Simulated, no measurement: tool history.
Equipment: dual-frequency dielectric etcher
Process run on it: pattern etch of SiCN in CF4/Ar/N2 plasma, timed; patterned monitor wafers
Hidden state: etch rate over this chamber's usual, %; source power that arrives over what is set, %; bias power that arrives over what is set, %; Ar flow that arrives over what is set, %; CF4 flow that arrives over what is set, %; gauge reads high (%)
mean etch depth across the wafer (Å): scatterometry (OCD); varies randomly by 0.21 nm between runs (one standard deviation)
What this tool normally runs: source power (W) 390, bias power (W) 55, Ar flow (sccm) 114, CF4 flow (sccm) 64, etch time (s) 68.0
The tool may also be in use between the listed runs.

run,hour,source power (W),bias power (W),Ar flow (sccm),CF4 flow (sccm),etch time (s),wafers since the last listed run,hours since the last wet clean,hours since the last source power generator calibration,hours since the last bias power generator calibration,hours since the last Ar flow controller change,hours since the last CF4 flow controller change,hours since the last upper electrode change,hours since the gauge calibration,"read-back reference wafer on the same gauge, depth_nm",mean etch depth across the wafer (Å)
1,0.0,390,55,114,64,68.0,0,398.1,2471.2,2080.3,1466.1,34.6,1923.5,1824.6,44.10,445.9
# hour 59.8: Ar flow controller replaced
# hour 61.1: upper electrode replaced
2,61.6,390,55,114,64,68.0,690,459.7,2532.8,2141.9,1.8,96.2,0.5,1886.2,44.08,442.7
3,83.4,390,55,114,64,68.0,277,481.5,2554.6,2163.7,23.6,118.0,22.3,1908.0,44.06,445.3
# hour 118.4: gauge calibrated
4,138.7,390,55,129,64,87.0,703,536.8,2609.9,2219.0,78.9,173.3,77.6,20.3,44.04,547.5
# hour 166.3: wet clean of the chamber
5,195.2,390,55,114,74,52.0,413,28.9,2666.4,2275.5,135.4,229.8,134.1,76.8,44.08,341.0
6,231.2,390,59,114,73,57.5,458,64.9,2702.4,2311.5,171.4,265.8,170.1,112.8,44.07,383.6
7,260.8,390,69,114,64,51.0,376,94.5,2732.0,2341.1,201.0,295.4,199.7,142.4,44.12,354.5
8,291.8,390,55,114,80,68.0,394,125.5,2763.0,2372.1,232.0,326.4,230.7,173.4,44.03,454.8
9,331.4,390,51,114,64,68.0,504,165.1,2802.6,2411.7,271.6,366.0,270.3,213.0,44.09,432.5
10,391.3,390,55,114,64,68.0,762,225.0,2862.5,2471.6,331.5,425.9,330.2,272.9,44.13,443.1
11,434.8,350,51,103,64,68.0,553,268.5,2906.0,2515.1,375.0,469.4,373.7,316.4,44.09,405.5
12,627.0,390,47,114,64,68.0,2446,460.7,3098.2,2707.3,567.2,661.6,565.9,508.6,44.10,416.7
13,679.0,310,55,121,64,68.0,661,512.7,3150.2,2759.3,619.2,713.6,617.9,560.6,44.12,354.2
# hour 705.2: wet clean of the chamber
14,733.6,310,55,114,79,68.0,389,28.4,3204.8,2813.9,673.8,768.2,672.5,615.2,44.09,369.6

The next listed run, before its measurement:
# hour 767.7: bias power generator calibrated
# hour 871.7: source power generator calibrated
15,937.6,390,55,101,64,68.0,2495,232.4,65.9,169.9,877.8,972.2,876.5,819.2,?,?

{"run 15": {"read-back reference wafer on the same gauge, depth_nm": 44.11, "mean etch depth across the wafer (Å)": 472.4}}
On a tool with no hidden condition, and with the same random variation, this run would have come out at mean etch depth across the wafer (Å) 471.3.

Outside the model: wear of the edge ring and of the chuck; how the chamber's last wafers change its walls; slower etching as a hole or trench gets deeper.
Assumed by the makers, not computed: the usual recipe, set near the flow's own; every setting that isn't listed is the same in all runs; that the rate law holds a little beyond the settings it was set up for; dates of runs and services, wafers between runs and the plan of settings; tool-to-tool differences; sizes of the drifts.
